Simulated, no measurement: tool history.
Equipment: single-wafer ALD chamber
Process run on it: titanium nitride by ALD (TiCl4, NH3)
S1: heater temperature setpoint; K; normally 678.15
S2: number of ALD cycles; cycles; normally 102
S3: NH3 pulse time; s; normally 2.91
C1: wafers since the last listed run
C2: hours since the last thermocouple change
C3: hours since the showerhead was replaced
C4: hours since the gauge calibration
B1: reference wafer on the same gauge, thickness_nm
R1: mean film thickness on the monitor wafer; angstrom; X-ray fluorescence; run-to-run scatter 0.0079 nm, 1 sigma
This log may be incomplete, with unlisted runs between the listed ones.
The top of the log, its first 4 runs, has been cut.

run	hour	S1	S2	S3	C1	C2	C3	C4	B1	R1
5	324.8	678.15	102	2.91	225	1915.7	6623.5	822.2	2.475	21.84
6	430.8	678.15	102	2.91	334	2021.7	6729.5	928.2	2.482	22.17
7	496.1	678.15	102	2.91	205	2087.0	6794.8	993.5	2.479	22.03
8	541.2	678.15	102	2.91	142	2132.1	6839.9	1038.6	2.483	22.06
9	627.5	678.15	102	2.91	271	2218.4	6926.2	1124.9	2.485	22.09
# hour 658.9: showerhead replaced
10	688.5	688.15	102	2.91	167	2279.4	29.6	1185.9	2.489	22.17
11	749.2	688.15	102	2.91	191	2340.1	90.3	1246.6	2.492	22.16
12	792.6	678.15	118	2.91	136	2383.5	133.7	1290.0	2.493	25.64
13	848.1	678.15	118	2.91	174	2439.0	189.2	1345.5	2.495	25.54
14	918.3	678.15	118	2.91	221	2509.2	259.4	1415.7	2.496	25.79
15	986.4	670.15	102	2.91	214	2577.3	327.5	1483.8	2.503	22.20
16	1043.1	667.15	102	3.70	178	2634.0	384.2	1540.5	2.502	22.25
17	1131.8	678.15	86	2.91	279	2722.7	472.9	1629.2	2.506	18.75
18	1191.6	683.15	82	2.91	188	2782.5	532.7	1689.0	2.506	17.88
19	1268.8	688.15	88	4.00	243	2859.7	609.9	1766.2	2.512	19.50
20	1330.5	673.15	102	2.91	194	2921.4	671.6	1827.9	2.514	22.40
21	1390.5	678.15	90	2.12	189	2981.4	731.6	1887.9	2.517	19.56
22	1456.2	678.15	102	2.91	207	3047.1	797.3	1953.6	2.520	22.39
# hour 1476.1: gauge calibrated
# hour 1546.2: thermocouple changed; heater temperature recalibrated
23	1563.7	678.15	102	2.91	313	17.5	904.8	87.6	2.458	21.88
24	1665.7	689.15	92	4.07	321	119.5	1006.8	189.6	2.463	19.96
25	1733.8	693.15	102	3.49	214	187.6	1074.9	257.7	2.464	21.96
26	1801.6	678.15	102	2.91	213	255.4	1142.7	325.5	2.467	22.04

Predict the results of run 27:
27	1853.4	667.15	102	3.96	163	307.2	1194.5	377.3	?	?

Run 27 came out at B1 2.471, R1 22.06 angstrom.
On a tool with no hidden condition, and with the same random variation, this run would have come out at R1 21.89 angstrom.
